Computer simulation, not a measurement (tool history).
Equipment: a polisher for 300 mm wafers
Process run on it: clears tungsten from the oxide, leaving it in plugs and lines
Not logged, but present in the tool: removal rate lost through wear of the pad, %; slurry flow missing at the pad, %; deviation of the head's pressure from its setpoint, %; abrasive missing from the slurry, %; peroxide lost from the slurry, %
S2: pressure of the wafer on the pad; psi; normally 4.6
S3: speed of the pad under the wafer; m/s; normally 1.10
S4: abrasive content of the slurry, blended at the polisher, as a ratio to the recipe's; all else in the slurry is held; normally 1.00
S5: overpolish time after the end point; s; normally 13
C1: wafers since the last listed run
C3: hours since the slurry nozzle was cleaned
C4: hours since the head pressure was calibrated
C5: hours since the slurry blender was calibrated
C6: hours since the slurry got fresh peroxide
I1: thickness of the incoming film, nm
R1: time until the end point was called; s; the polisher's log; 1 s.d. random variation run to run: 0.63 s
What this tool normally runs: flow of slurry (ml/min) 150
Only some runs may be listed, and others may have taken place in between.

Run 1, hour 0.0: usual settings; C1 0; wafers polished on this pad 86; C3 34.7; C4 728.6; C5 13.7; C6 24.8; I1 336.3. Result: R1 54.9 s.
Run 2, hour 12.1: usual settings; C1 68; wafers polished on this pad 154; C3 46.8; C4 740.7; C5 25.8; C6 36.9; I1 324.2. Result: R1 52.6 s.
Run 3, hour 29.9: usual settings; C1 100; wafers polished on this pad 254; C3 64.6; C4 758.5; C5 43.6; C6 54.7; I1 331.8. Result: R1 53.7 s.
Run 4, hour 39.3: usual settings; C1 52; wafers polished on this pad 307; C3 74.0; C4 767.9; C5 53.0; C6 64.1; I1 326.2. Result: R1 53.6 s.
Run 5, hour 47.4: usual settings but S4 1.25; C1 45; wafers polished on this pad 353; C3 82.1; C4 776.0; C5 61.1; C6 72.2; I1 326.1. Result: R1 49.7 s.
Run 6, hour 58.1: usual settings but S4 0.90; C1 60; wafers polished on this pad 413; C3 92.8; C4 786.7; C5 71.8; C6 82.9; I1 334.9. Result: R1 56.2 s.
Run 7, hour 65.8: usual settings but S4 0.90; C1 43; wafers polished on this pad 456; C3 100.5; C4 794.4; C5 79.5; C6 90.6; I1 330.0. Result: R1 53.9 s.
Run 8, hour 77.6: usual settings but S5 5 s; C1 66; wafers polished on this pad 523; C3 112.3; C4 806.2; C5 91.3; C6 102.4; I1 329.7. Result: R1 52.7 s.
At hour 89.3: head pressure recalibrated.
Run 9, hour 111.9: usual settings but flow of slurry (ml/min) 175, S3 1.34 m/s, S5 6 s; C1 181; wafers polished on this pad 704; C3 146.6; C4 22.6; C5 125.6; C6 136.7; I1 336.7. Result: R1 43.5 s.
At hour 114.8: slurry tank refilled with fresh slurry and peroxide.
Run 10, hour 119.5: usual settings; C1 37; wafers polished on this pad 741; C3 154.2; C4 30.2; C5 133.2; C6 4.7; I1 326.3. Result: R1 53.0 s.
Run 11, hour 144.1: usual settings but S2 5.4 psi; C1 138; wafers polished on this pad 880; C3 178.8; C4 54.8; C5 157.8; C6 29.3; I1 329.5. Result: R1 48.0 s.
Run 12, hour 150.5: usual settings; C1 35; wafers polished on this pad 916; C3 185.2; C4 61.2; C5 164.2; C6 35.7; I1 323.7. Result: R1 53.4 s.
Run 13, hour 157.0: usual settings but S2 5.1 psi, S3 0.90 m/s, S4 1.10, S5 19 s; C1 36; wafers polished on this pad 952; C3 191.7; C4 67.7; C5 170.7; C6 42.2; I1 331.9. Result: R1 60.2 s.
Run 14, hour 163.8: usual settings but flow of slurry (ml/min) 125, S3 0.92 m/s; C1 38; wafers polished on this pad 991; C3 198.5; C4 74.5; C5 177.5; C6 49.0; I1 329.5. Result: R1 65.7 s.
Run 15, hour 174.4: usual settings but S2 5.1 psi, S4 0.90; C1 59; wafers polished on this pad 1050; C3 209.1; C4 85.1; C5 188.1; C6 59.6; I1 327.7. Result: R1 50.6 s.
Run 16, hour 189.8: usual settings but S5 19 s; C1 86; wafers polished on this pad 1137; C3 224.5; C4 100.5; C5 203.5; C6 75.0; I1 328.0. Result: R1 53.8 s.
At hour 202.2: worn pad replaced by a new one.
Run 17, hour 207.3: usual settings but flow of slurry (ml/min) 135, S3 1.26 m/s; C1 75; wafers polished on this pad 28; C3 242.0; C4 118.0; C5 221.0; C6 92.5; I1 330.0. Result: R1 47.9 s.
Run 18, hour 224.5: usual settings but flow of slurry (ml/min) 125; C1 96; wafers polished on this pad 125; C3 259.2; C4 135.2; C5 238.2; C6 109.7; I1 324.9. Result: R1 54.5 s.
At hour 227.9: slurry blender recalibrated.
Run 19, hour 237.3: usual settings; C1 60; wafers polished on this pad 186; C3 272.0; C4 148.0; C5 9.4; C6 122.5; I1 334.8. Result: R1 53.8 s.
Run 20, hour 248.8: usual settings but flow of slurry (ml/min) 135, S4 0.85; C1 64; wafers polished on this pad 250; C3 283.5; C4 159.5; C5 20.9; C6 134.0; I1 327.9. Result: R1 55.6 s.
At hour 250.8: slurry nozzle cleaned.
Run 21, hour 255.6: usual settings but flow of slurry (ml/min) 170, S3 0.90 m/s; C1 32; wafers polished on this pad 283; C3 4.8; C4 166.3; C5 27.7; C6 140.8; I1 324.2. Result: R1 62.2 s.
At hour 265.9: slurry tank refilled with fresh slurry and peroxide.
Run 22, hour 268.2: usual settings; C1 65; wafers polished on this pad 348; C3 17.4; C4 178.9; C5 40.3; C6 2.3; I1 330.7. Result: R1 53.7 s.
Run 23, hour 280.8: usual settings but flow of slurry (ml/min) 115, S4 0.90; C1 70; wafers polished on this pad 419; C3 30.0; C4 191.5; C5 52.9; C6 14.9; I1 332.9. Result: R1 58.9 s.
Run 24, hour 297.3: usual settings; C1 92; wafers polished on this pad 512; C3 46.5; C4 208.0; C5 69.4; C6 31.4; I1 325.1. Result: R1 52.5 s.
Run 25, hour 313.7: usual settings but S2 5.1 psi; C1 92; wafers polished on this pad 604; C3 62.9; C4 224.4; C5 85.8; C6 47.8; I1 335.9. Result: R1 51.1 s.
Run 26, hour 319.7: usual settings but flow of slurry (ml/min) 165, S3 1.22 m/s, S4 0.75; C1 33; wafers polished on this pad 638; C3 68.9; C4 230.4; C5 91.8; C6 53.8; I1 335.2. Result: R1 51.2 s.
Run 27, hour 337.0: usual settings; C1 97; wafers polished on this pad 735; C3 86.2; C4 247.7; C5 109.1; C6 71.1; I1 334.3. Result: R1 53.7 s.
Run 28, hour 386.4: usual settings but flow of slurry (ml/min) 105, S3 0.84 m/s; C1 277; wafers polished on this pad 1013; C3 135.6; C4 297.1; C5 158.5; C6 120.5; I1 330.5. Result: R1 75.2 s.

Branching from run 28: 3 alternative next runs. What would each branch give?
Run A, hour 386.8: usual settings but flow of slurry (ml/min) 110; C1 2; wafers polished on this pad 1015; C3 136.0; C4 297.5; C5 158.9; C6 120.9; I1 323.6. Result: R1 ?.
Run B, hour 386.8: usual settings but S2 6.2 psi; C1 2; wafers polished on this pad 1015; C3 136.0; C4 297.5; C5 158.9; C6 120.9; I1 323.6. Result: R1 ?.
Run C, hour 386.8: usual settings but flow of slurry (ml/min) 180; C1 2; wafers polished on this pad 1015; C3 136.0; C4 297.5; C5 158.9; C6 120.9; I1 323.6. Result: R1 ?.

run    R1
  A  56.7
  B  42.9
  C  51.3
Had the tool no hidden state, the same runs would have come out as:
run    R1
  A  56.7
  B  42.9
  C  51.3

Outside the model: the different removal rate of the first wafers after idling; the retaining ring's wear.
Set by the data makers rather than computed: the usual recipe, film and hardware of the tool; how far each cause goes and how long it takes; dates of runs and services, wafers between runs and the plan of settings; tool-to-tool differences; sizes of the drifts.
